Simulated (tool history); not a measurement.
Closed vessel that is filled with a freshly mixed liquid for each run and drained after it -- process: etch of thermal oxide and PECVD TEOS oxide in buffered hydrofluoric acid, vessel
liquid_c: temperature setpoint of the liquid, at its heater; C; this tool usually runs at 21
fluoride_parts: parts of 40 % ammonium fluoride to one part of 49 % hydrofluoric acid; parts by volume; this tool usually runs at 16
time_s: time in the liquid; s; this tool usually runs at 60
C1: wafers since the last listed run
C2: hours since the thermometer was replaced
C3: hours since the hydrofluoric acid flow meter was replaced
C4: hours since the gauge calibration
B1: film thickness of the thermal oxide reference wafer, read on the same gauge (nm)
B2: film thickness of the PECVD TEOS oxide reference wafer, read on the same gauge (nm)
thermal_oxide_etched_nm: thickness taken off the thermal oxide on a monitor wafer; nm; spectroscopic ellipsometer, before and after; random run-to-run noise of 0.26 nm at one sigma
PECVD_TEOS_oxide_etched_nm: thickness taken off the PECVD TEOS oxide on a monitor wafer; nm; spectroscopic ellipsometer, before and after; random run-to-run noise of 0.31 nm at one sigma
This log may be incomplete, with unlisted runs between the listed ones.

Run 1, day 0: usual settings; C1 0; C2 548.3; C3 2027.3; C4 27.5; B1 100.05; B2 150.03. Result: thermal_oxide_etched_nm 38.95 nm, PECVD_TEOS_oxide_etched_nm 98.97 nm.
Run 2, day 0.392: usual settings but liquid_c 19 C; C1 974; C2 557.7; C3 2036.7; C4 36.9; B1 100.02; B2 150.02. Result: thermal_oxide_etched_nm 35.68 nm, PECVD_TEOS_oxide_etched_nm 89.28 nm.
At day 1.138: hydrofluoric acid flow meter replaced.
Run 3, day 1.317: usual settings but liquid_c 19 C; C1 2198; C2 579.9; C3 4.3; C4 59.1; B1 100; B2 149.99. Result: thermal_oxide_etched_nm 35.24 nm, PECVD_TEOS_oxide_etched_nm 88.59 nm.
Run 4, day 2.062: usual settings but fluoride_parts 19.5 parts by volume, time_s 45 s; C1 1855; C2 597.8; C3 22.2; C4 77; B1 99.98; B2 149.99. Result: thermal_oxide_etched_nm 24.12 nm, PECVD_TEOS_oxide_etched_nm 61.14 nm.
At day 2.583: thermometer replaced.
Run 5, day 2.658: usual settings but fluoride_parts 20.5 parts by volume; C1 1378; C2 1.8; C3 36.5; C4 91.3; B1 99.99; B2 149.98. Result: thermal_oxide_etched_nm 31.11 nm, PECVD_TEOS_oxide_etched_nm 78.05 nm.
Run 6, day 3.267: usual settings but liquid_c 25 C, fluoride_parts 19.5 parts by volume, time_s 30 s; C1 1513; C2 16.4; C3 51.1; C4 105.9; B1 99.99; B2 150. Result: thermal_oxide_etched_nm 20.01 nm, PECVD_TEOS_oxide_etched_nm 50.74 nm.
Run 7, day 3.617: usual settings but fluoride_parts 18.5 parts by volume, time_s 95 s; C1 870; C2 24.8; C3 59.5; C4 114.3; B1 99.99; B2 150.03. Result: thermal_oxide_etched_nm 53.74 nm, PECVD_TEOS_oxide_etched_nm 136.21 nm.
Run 8, day 4.217: usual settings but fluoride_parts 13.5 parts by volume, time_s 50 s; C1 1493; C2 39.2; C3 73.9; C4 128.7; B1 100.04; B2 150.02. Result: thermal_oxide_etched_nm 38.23 nm, PECVD_TEOS_oxide_etched_nm 96.97 nm.
Run 9, day 4.583: usual settings; C1 912; C2 48; C3 82.7; C4 137.5; B1 99.98; B2 149.99. Result: thermal_oxide_etched_nm 39.54 nm, PECVD_TEOS_oxide_etched_nm 99.76 nm.
Run 10, day 5.15: usual settings but liquid_c 19.5 C, time_s 80 s; C1 1410; C2 61.6; C3 96.3; C4 151.1; B1 100.05; B2 150. Result: thermal_oxide_etched_nm 48.51 nm, PECVD_TEOS_oxide_etched_nm 121.36 nm.
Run 11, day 5.696: usual settings but fluoride_parts 20 parts by volume, time_s 30 s; C1 1358; C2 74.7; C3 109.4; C4 164.2; B1 99.98; B2 150. Result: thermal_oxide_etched_nm 15.82 nm, PECVD_TEOS_oxide_etched_nm 40 nm.
Run 12, day 6.442: usual settings but liquid_c 17.5 C, fluoride_parts 11.5 parts by volume, time_s 90 s; C1 1855; C2 92.6; C3 127.3; C4 182.1; B1 100.02; B2 149.99. Result: thermal_oxide_etched_nm 66.93 nm, PECVD_TEOS_oxide_etched_nm 168.43 nm.
Run 13, day 6.992: usual settings; C1 1368; C2 105.8; C3 140.5; C4 195.3; B1 100.02; B2 150. Result: thermal_oxide_etched_nm 39.64 nm, PECVD_TEOS_oxide_etched_nm 99.8 nm.
Run 14, day 7.267: usual settings but liquid_c 17.5 C, fluoride_parts 9.5 parts by volume; C1 684; C2 112.4; C3 147.1; C4 201.9; B1 99.97; B2 150. Result: thermal_oxide_etched_nm 53.72 nm, PECVD_TEOS_oxide_etched_nm 133.41 nm.
Run 15, day 7.892: usual settings but liquid_c 17 C, fluoride_parts 20 parts by volume, time_s 90 s; C1 1555; C2 127.4; C3 162.1; C4 216.9; B1 100.02; B2 149.96. Result: thermal_oxide_etched_nm 37.5 nm, PECVD_TEOS_oxide_etched_nm 95.01 nm.
Run 16, day 8.229: usual settings but liquid_c 18.5 C; C1 839; C2 135.5; C3 170.2; C4 225; B1 100.01; B2 150. Result: thermal_oxide_etched_nm 34.37 nm, PECVD_TEOS_oxide_etched_nm 85.98 nm.
Run 17, day 8.892: usual settings but liquid_c 18 C, fluoride_parts 17.5 parts by volume, time_s 95 s; C1 1648; C2 151.4; C3 186.1; C4 240.9; B1 99.99; B2 150.01. Result: thermal_oxide_etched_nm 48.68 nm, PECVD_TEOS_oxide_etched_nm 121.78 nm.
Run 18, day 9.546: usual settings; C1 1627; C2 167.1; C3 201.8; C4 256.6; B1 100.04; B2 150.01. Result: thermal_oxide_etched_nm 39.42 nm, PECVD_TEOS_oxide_etched_nm 99.22 nm.
Run 19, day 10.104: usual settings but fluoride_parts 22 parts by volume; C1 1389; C2 180.5; C3 215.2; C4 270; B1 100.03; B2 149.96. Result: thermal_oxide_etched_nm 29.33 nm, PECVD_TEOS_oxide_etched_nm 74.35 nm.
Run 20, day 11.983: usual settings but fluoride_parts 11 parts by volume, time_s 45 s; C1 4676; C2 225.6; C3 260.3; C4 315.1; B1 100.02; B2 149.97. Result: thermal_oxide_etched_nm 42.72 nm, PECVD_TEOS_oxide_etched_nm 107.29 nm.
Run 21, day 12.412: usual settings but liquid_c 18 C, fluoride_parts 19.5 parts by volume, time_s 40 s; C1 1067; C2 235.9; C3 270.6; C4 325.4; B1 100.03; B2 150.01. Result: thermal_oxide_etched_nm 18.48 nm, PECVD_TEOS_oxide_etched_nm 45.87 nm.
Run 22, day 12.779: usual settings; C1 912; C2 244.7; C3 279.4; C4 334.2; B1 100.04; B2 149.97. Result: thermal_oxide_etched_nm 39.88 nm, PECVD_TEOS_oxide_etched_nm 99.99 nm.
Run 23, day 13.104: usual settings but fluoride_parts 19 parts by volume, time_s 40 s; C1 808; C2 252.5; C3 287.2; C4 342; B1 100.03; B2 149.98. Result: thermal_oxide_etched_nm 22.22 nm, PECVD_TEOS_oxide_etched_nm 56.19 nm.
Run 24, day 13.683: usual settings; C1 1441; C2 266.4; C3 301.1; C4 355.9; B1 100.02; B2 149.98. Result: thermal_oxide_etched_nm 39.48 nm, PECVD_TEOS_oxide_etched_nm 99.52 nm.
Run 25, day 13.988: usual settings but liquid_c 22.5 C; C1 756; C2 273.7; C3 308.4; C4 363.2; B1 99.97; B2 149.97. Result: thermal_oxide_etched_nm 43.16 nm, PECVD_TEOS_oxide_etched_nm 108.3 nm.

Predict each of these 5 candidate next runs independently; none follows another, all start after run 25:
Run A, day 14.017: usual settings but fluoride_parts 11.5 parts by volume; C1 72; C2 274.4; C3 309.1; C4 363.9; B1 ?; B2 ?. Result: thermal_oxide_etched_nm ?, PECVD_TEOS_oxide_etched_nm ?.
Run B, day 14.017: usual settings but liquid_c 18 C; C1 72; C2 274.4; C3 309.1; C4 363.9; B1 ?; B2 ?. Result: thermal_oxide_etched_nm ?, PECVD_TEOS_oxide_etched_nm ?.
Run C, day 14.017: usual settings but fluoride_parts 10.5 parts by volume, time_s 45 s; C1 72; C2 274.4; C3 309.1; C4 363.9; B1 ?; B2 ?. Result: thermal_oxide_etched_nm ?, PECVD_TEOS_oxide_etched_nm ?.
Run D, day 14.017: usual settings but fluoride_parts 21 parts by volume; C1 72; C2 274.4; C3 309.1; C4 363.9; B1 ?; B2 ?. Result: thermal_oxide_etched_nm ?, PECVD_TEOS_oxide_etched_nm ?.
Run E, day 14.017: usual settings but fluoride_parts 20.5 parts by volume, time_s 35 s; C1 72; C2 274.4; C3 309.1; C4 363.9; B1 ?; B2 ?. Result: thermal_oxide_etched_nm ?, PECVD_TEOS_oxide_etched_nm ?.

run     B1      B2  thermal_oxide_etched_nm  PECVD_TEOS_oxide_etched_nm
  A  99.99  149.97                    54.62                      137.63
  B  99.99  149.97                    33.37                       84.08
  C  99.99  149.97                    44.77                       112.8
  D  99.99  149.97                    30.65                       77.23
  E  99.99  149.97                    18.18                        45.8
With the hidden condition removed and each run's random variation left untouched, the same runs would have given:
run  thermal_oxide_etched_nm  PECVD_TEOS_oxide_etched_nm
  A                    54.62                      137.63
  B                    33.37                       84.08
  C                    44.77                       112.8
  D                    30.65                       77.23
  E                    18.18                        45.8
